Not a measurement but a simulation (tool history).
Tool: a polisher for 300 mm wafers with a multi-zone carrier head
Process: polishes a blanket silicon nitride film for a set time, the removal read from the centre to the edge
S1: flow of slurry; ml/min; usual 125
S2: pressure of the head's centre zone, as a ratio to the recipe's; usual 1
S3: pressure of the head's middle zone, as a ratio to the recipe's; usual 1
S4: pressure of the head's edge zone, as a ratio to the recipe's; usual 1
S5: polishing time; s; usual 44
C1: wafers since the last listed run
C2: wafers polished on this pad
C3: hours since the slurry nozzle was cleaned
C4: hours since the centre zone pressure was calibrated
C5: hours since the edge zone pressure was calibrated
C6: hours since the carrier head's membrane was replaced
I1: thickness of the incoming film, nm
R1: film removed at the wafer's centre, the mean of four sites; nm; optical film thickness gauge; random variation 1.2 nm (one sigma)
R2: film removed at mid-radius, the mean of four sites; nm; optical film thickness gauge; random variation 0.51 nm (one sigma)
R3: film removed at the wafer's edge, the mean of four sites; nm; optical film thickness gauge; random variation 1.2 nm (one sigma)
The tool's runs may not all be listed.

| run | hour | S1 | S2 | S3 | S4 | S5 | C1 | C2 | C3 | C4 | C5 | C6 | I1 | R1 | R2 | R3 |
|---|---|---|---|---|---|---|---|---|---|---|---|---|---|---|---|---|
| 1 | 0 | 125 | 1 | 1 | 1.06 | 44 | 0 | 101 | 206.8 | 1057.7 | 433.2 | 1734.2 | 416.8 | 82.2 | 80.2 | 82.8 |
| 2 | 11.2 | 125 | 1 | 1 | 1 | 44 | 197 | 299 | 218 | 1068.9 | 444.4 | 1745.4 | 416.9 | 76.7 | 78.3 | 82.3 |
| 3 | 24.6 | 125 | 1 | 1 | 1 | 44 | 236 | 536 | 231.4 | 1082.3 | 457.8 | 1758.8 | 422.7 | 78.3 | 76.8 | 78.5 |
| 4 | 31.1 | 125 | 1 | 1.07 | 1 | 44 | 114 | 651 | 237.9 | 1088.8 | 464.3 | 1765.3 | 418.4 | 76.2 | 79.9 | 78.3 |
| 5 | 43.1 | 125 | 1 | 1.07 | 1 | 44 | 212 | 863 | 249.9 | 1100.8 | 476.3 | 1777.3 | 412.5 | 74.5 | 78.7 | 75.8 |
| 6 | 50.6 | 125 | 1 | 1 | 1 | 54 | 132 | 996 | 257.4 | 1108.3 | 483.8 | 1784.8 | 417.3 | 91.7 | 91.5 | 94 |
|  | 52.9 | slurry nozzle cleaned |
| 7 | 64.3 | 125 | 1 | 1 | 1 | 54 | 224 | 1220 | 11.4 | 1122 | 497.5 | 1798.5 | 419.9 | 90.3 | 87.7 | 90.2 |
|  | 70.4 | worn pad replaced by a new one |
|  | 76.5 | centre zone pressure recalibrated |
|  | 105.3 | edge zone pressure recalibrated |
| 8 | 105.8 | 170 | 0.92 | 1.07 | 1 | 52 | 592 | 555 | 52.9 | 29.3 | 0.5 | 1840 | 415.5 | 90.9 | 100.4 | 98.2 |
| 9 | 114.5 | 90 | 0.92 | 0.91 | 1 | 34 | 153 | 709 | 61.6 | 38 | 9.2 | 1848.7 | 416.6 | 48.5 | 48.5 | 56.9 |
| 10 | 127.8 | 170 | 0.89 | 1 | 0.96 | 44 | 235 | 944 | 74.9 | 51.3 | 22.5 | 1862 | 420 | 70.9 | 78.5 | 77.4 |
| 11 | 141.9 | 145 | 0.9 | 1 | 1 | 44 | 249 | 1194 | 89 | 65.4 | 36.6 | 1876.1 | 417.4 | 67.2 | 73.8 | 77.5 |
| 12 | 149.9 | 95 | 0.94 | 0.93 | 1 | 44 | 141 | 1335 | 97 | 73.4 | 44.6 | 1884.1 | 419.5 | 60.5 | 61.3 | 68.8 |
|  | 158.6 | worn pad replaced by a new one |
| 13 | 168.4 | 125 | 1 | 1 | 1.04 | 44 | 256 | 173 | 115.5 | 91.9 | 63.1 | 1902.6 | 422.9 | 80.1 | 78.4 | 85.3 |
| 14 | 174.6 | 125 | 0.96 | 1 | 1.05 | 34 | 109 | 282 | 121.7 | 98.1 | 69.3 | 1908.8 | 412.8 | 57.4 | 60.2 | 62.5 |
| 15 | 186.9 | 125 | 1 | 1 | 1 | 49 | 217 | 500 | 134 | 110.4 | 81.6 | 1921.1 | 424.2 | 86.5 | 85.2 | 88.4 |
| 16 | 204.1 | 125 | 1 | 1 | 0.95 | 44 | 304 | 804 | 151.2 | 127.6 | 98.8 | 1938.3 | 417.6 | 73.4 | 74.1 | 74.8 |
|  | 236.1 | carrier head's membrane replaced by a new one |
|  | 239.9 | worn pad replaced by a new one |
| 17 | 256.8 | 125 | 1.09 | 0.88 | 1 | 58 | 775 | 297 | 203.9 | 180.3 | 151.5 | 20.7 | 420.6 | 109.8 | 92.2 | 106.5 |
| 18 | 269.2 | 125 | 1 | 1 | 1 | 44 | 219 | 517 | 216.3 | 192.7 | 163.9 | 33.1 | 416.6 | 78.2 | 76.4 | 78.2 |
| 19 | 277.5 | 125 | 1 | 1 | 1 | 44 | 146 | 663 | 224.6 | 201 | 172.2 | 41.4 | 415.7 | 74.1 | 74.4 | 77.2 |
| 20 | 285 | 125 | 0.92 | 1 | 1 | 55 | 132 | 796 | 232.1 | 208.5 | 179.7 | 48.9 | 418.2 | 86.2 | 92.6 | 96.3 |
| 21 | 291.9 | 125 | 1 | 1 | 1 | 44 | 121 | 918 | 239 | 215.4 | 186.6 | 55.8 | 422.5 | 76.1 | 74 | 77.7 |
| 22 | 305.1 | 125 | 1 | 1.04 | 1.11 | 44 | 233 | 1151 | 252.2 | 228.6 | 199.8 | 69 | 425.9 | 71.7 | 75.1 | 77.6 |
|  | 309.9 | worn pad replaced by a new one |
| 23 | 319.9 | 85 | 1 | 1 | 1.06 | 44 | 190 | 177 | 267 | 243.4 | 214.6 | 83.8 | 417.9 | 70.5 | 70.2 | 78.6 |

Measured less the same run without the tool's hidden state. The same run-to-run variation is in both; the gauge's scatter may not be:
The hidden state here: removal rate lost through wear of the pad, %; slurry flow missing at the pad, %; deviation of the centre zone's pressure from its setpoint, %; deviation of the edge zone's pressure from its setpoint, %.
| run | R1 | R2 | R3 |
|---|---|---|---|
| 1 | -1.2 | -1.2 | -1.2 |
| 2 | -2.4 | -2.5 | -2.7 |
| 3 | -4.3 | -4.1 | -4.3 |
| 4 | -5 | -5.3 | -5.1 |
| 5 | -6.5 | -6.8 | -6.6 |
| 6 | -9.2 | -9.1 | -9.3 |
| 7 | -11.3 | -11 | -11.2 |
| 8 | -5.6 | -6.1 | -6 |
| 9 | -3.7 | -3.7 | -4.3 |
| 10 | -7.1 | -7.9 | -7.7 |
| 11 | -8.5 | -9.4 | -9.8 |
| 12 | -8.5 | -8.6 | -9.7 |
| 13 | -2.1 | -2.1 | -2.2 |
| 14 | -2.1 | -2.2 | -2.3 |
| 15 | -4.9 | -4.8 | -4.9 |
| 16 | -6.3 | -6.4 | -6.4 |
| 17 | -4.3 | -3.6 | -4.2 |
| 18 | -4.7 | -4.6 | -4.7 |
| 19 | -5.4 | -5.5 | -5.7 |
| 20 | -7.5 | -8 | -8.4 |
| 21 | -7.6 | -7.3 | -7.7 |
| 22 | -8.9 | -9.3 | -9.6 |
| 23 | -1.7 | -1.7 | -1.9 |

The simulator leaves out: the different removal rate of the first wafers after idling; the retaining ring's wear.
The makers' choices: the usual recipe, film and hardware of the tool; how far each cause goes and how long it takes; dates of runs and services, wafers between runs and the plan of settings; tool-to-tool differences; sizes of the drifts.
